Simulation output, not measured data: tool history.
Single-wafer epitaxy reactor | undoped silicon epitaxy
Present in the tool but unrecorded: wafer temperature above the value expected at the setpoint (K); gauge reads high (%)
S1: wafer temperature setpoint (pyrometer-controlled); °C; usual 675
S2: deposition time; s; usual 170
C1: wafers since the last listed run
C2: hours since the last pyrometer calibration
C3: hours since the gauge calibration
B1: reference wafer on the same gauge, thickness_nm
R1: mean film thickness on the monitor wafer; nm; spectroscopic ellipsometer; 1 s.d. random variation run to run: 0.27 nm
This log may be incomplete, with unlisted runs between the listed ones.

run,day,S1,S2,C1,C2,C3,B1,R1
1,0,675,170,0,1631,556.6,43.246,44.412
2,1.4,675,170,198,1664.6,590.2,43.388,44.285
3,2.554,665,170,163,1692.3,617.9,43.299,34.673
4,3.979,665,170,202,1726.5,652.1,43.392,34.246
# day 4.8: gauge calibrated
5,6.521,665,170,360,1787.5,41.3,43.302,34.372
6,7.775,675,170,177,1817.6,71.4,43.317,43.579
7,11.35,675,170,507,1903.4,157.2,43.258,43.428
8,11.862,675,170,72,1915.7,169.5,43.201,43.368
9,13.158,675,170,183,1946.8,200.6,43.313,43.272
10,13.779,675,170,88,1961.7,215.5,43.323,43.512
11,14.912,675,170,160,1988.9,242.7,43.328,43.432
12,16.375,679,198,207,2024,277.8,43.355,55.307
13,17.7,686,192,187,2055.8,309.6,43.301,62.453
14,19.2,675,170,212,2091.8,345.6,43.353,42.631
15,22.583,675,170,479,2173,426.8,43.385,42.805
16,23.546,681,200,136,2196.1,449.9,43.317,57.804
# day 26.421: gauge calibrated
# day 27.058: pyrometer calibrated
17,27.792,667,141,554,17.6,32.9,43.325,33.752
18,28.358,687,170,80,31.2,46.5,43.343,64.897
19,29.046,664,139,97,47.7,63,43.267,30.879
20,30.229,664,158,167,76.1,91.4,43.314,35.222
21,31.117,665,149,125,97.4,112.7,43.294,34.006
22,32.417,671,146,184,128.6,143.9,43.287,38.606
23,36.758,675,170,615,232.8,248.1,43.264,48.434

Consider 3 possible next runs. They are alternatives, not a sequence: every one starts from the tool as it was left by run 23. What does each give?
A,36.775,675,139,2,233.2,248.5,?,?
B,36.775,682,200,2,233.2,248.5,?,?
C,36.775,687,184,2,233.2,248.5,?,?

run,B1,R1
A,43.277,40.208
B,43.277,68.128
C,43.277,70.324
What these runs would have given with no unlogged condition in the tool:
run,R1
A,40.302
B,68.284
C,70.484
